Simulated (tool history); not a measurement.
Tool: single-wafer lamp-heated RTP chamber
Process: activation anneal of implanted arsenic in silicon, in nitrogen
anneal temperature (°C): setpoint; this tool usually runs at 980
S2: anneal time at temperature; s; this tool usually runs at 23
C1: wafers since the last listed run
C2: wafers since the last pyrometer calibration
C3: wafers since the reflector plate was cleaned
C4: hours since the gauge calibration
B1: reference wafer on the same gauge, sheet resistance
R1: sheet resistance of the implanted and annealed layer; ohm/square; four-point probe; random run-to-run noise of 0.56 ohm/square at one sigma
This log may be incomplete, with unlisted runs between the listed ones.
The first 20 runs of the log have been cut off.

{"run": 21, "hour": 935.2, "anneal temperature (°C)": 980, "S2": 33, "C1": 641, "C2": 4734, "C3": 7844, "C4": 1174, "B1": 375.08, "R1": 339.94}
{"run": 22, "hour": 982.0, "anneal temperature (°C)": 960, "S2": 18, "C1": 927, "C2": 5661, "C3": 8771, "C4": 1220.8, "B1": 374.85, "R1": 348.23}
{"run": 23, "hour": 1044.7, "anneal temperature (°C)": 980, "S2": 23, "C1": 1242, "C2": 6903, "C3": 10013, "C4": 1283.5, "B1": 375.12, "R1": 342.61}
{"hour": 1071.9, "done": "pyrometer window cleaned and pyrometer calibrated"}
{"run": 24, "hour": 1072.4, "anneal temperature (°C)": 980, "S2": 11, "C1": 390, "C2": 8, "C3": 10404, "C4": 1311.2, "B1": 375.04, "R1": 350.04}
{"run": 25, "hour": 1109.7, "anneal temperature (°C)": 1001, "S2": 17, "C1": 739, "C2": 748, "C3": 11143, "C4": 1348.5, "B1": 375.07, "R1": 340.7}
{"run": 26, "hour": 1156.1, "anneal temperature (°C)": 956, "S2": 32, "C1": 919, "C2": 1667, "C3": 12062, "C4": 1394.9, "B1": 375.06, "R1": 344.26}
{"hour": 1180.8, "done": "reflector plate cleaned"}
{"run": 27, "hour": 1181.3, "anneal temperature (°C)": 980, "S2": 23, "C1": 340, "C2": 2008, "C3": 10, "C4": 1420.1, "B1": 375.2, "R1": 343.9}
{"hour": 1183.6, "done": "gauge calibrated"}
{"run": 28, "hour": 1206.6, "anneal temperature (°C)": 1001, "S2": 30, "C1": 501, "C2": 2509, "C3": 511, "C4": 23, "B1": 374.85, "R1": 335.25}
{"run": 29, "hour": 1271.6, "anneal temperature (°C)": 980, "S2": 23, "C1": 1287, "C2": 3797, "C3": 1799, "C4": 88, "B1": 374.99, "R1": 343.39}
{"run": 30, "hour": 1309.3, "anneal temperature (°C)": 960, "S2": 36, "C1": 746, "C2": 4544, "C3": 2546, "C4": 125.7, "B1": 375.12, "R1": 343.23}
{"run": 31, "hour": 1358.6, "anneal temperature (°C)": 980, "S2": 23, "C1": 976, "C2": 5521, "C3": 3523, "C4": 175, "B1": 374.92, "R1": 343.57}
{"hour": 1430.0, "done": "pyrometer window cleaned and pyrometer calibrated"}
{"run": 32, "hour": 1430.5, "anneal temperature (°C)": 953, "S2": 31, "C1": 1266, "C2": 10, "C3": 4789, "C4": 246.9, "B1": 375.1, "R1": 345.87}
{"run": 33, "hour": 1489.2, "anneal temperature (°C)": 959, "S2": 16, "C1": 1163, "C2": 1173, "C3": 5952, "C4": 305.6, "B1": 375.07, "R1": 350.42}
{"run": 34, "hour": 1544.4, "anneal temperature (°C)": 980, "S2": 19, "C1": 1093, "C2": 2267, "C3": 7046, "C4": 360.8, "B1": 375.15, "R1": 345.08}
{"run": 35, "hour": 1571.9, "anneal temperature (°C)": 998, "S2": 13, "C1": 544, "C2": 2812, "C3": 7591, "C4": 388.3, "B1": 374.73, "R1": 344.72}

Alternative continuations, all from the tool just after run 35; predict every row:
{"run": "A", "hour": 1572.3, "anneal temperature (°C)": 958, "S2": 23, "C1": 7, "C2": 2820, "C3": 7599, "C4": 388.7, "B1": "?", "R1": "?"}
{"run": "B", "hour": 1572.3, "anneal temperature (°C)": 980, "S2": 29, "C1": 7, "C2": 2820, "C3": 7599, "C4": 388.7, "B1": "?", "R1": "?"}
{"run": "C", "hour": 1572.3, "anneal temperature (°C)": 950, "S2": 23, "C1": 7, "C2": 2820, "C3": 7599, "C4": 388.7, "B1": "?", "R1": "?"}
{"run": "D", "hour": 1572.3, "anneal temperature (°C)": 980, "S2": 10, "C1": 7, "C2": 2820, "C3": 7599, "C4": 388.7, "B1": "?", "R1": "?"}
{"run": "E", "hour": 1572.3, "anneal temperature (°C)": 980, "S2": 14, "C1": 7, "C2": 2820, "C3": 7599, "C4": 388.7, "B1": "?", "R1": "?"}

run=A B1=375.02 R1=348.22
run=B B1=375.02 R1=341.41
run=C B1=375.02 R1=349.75
run=D B1=375.02 R1=350.74
run=E B1=375.02 R1=348.06
Had the tool no hidden state, the same runs would have come out as:
run=A R1=348.65
run=B R1=341.96
run=C R1=350.17
run=D R1=351.13
run=E R1=348.47
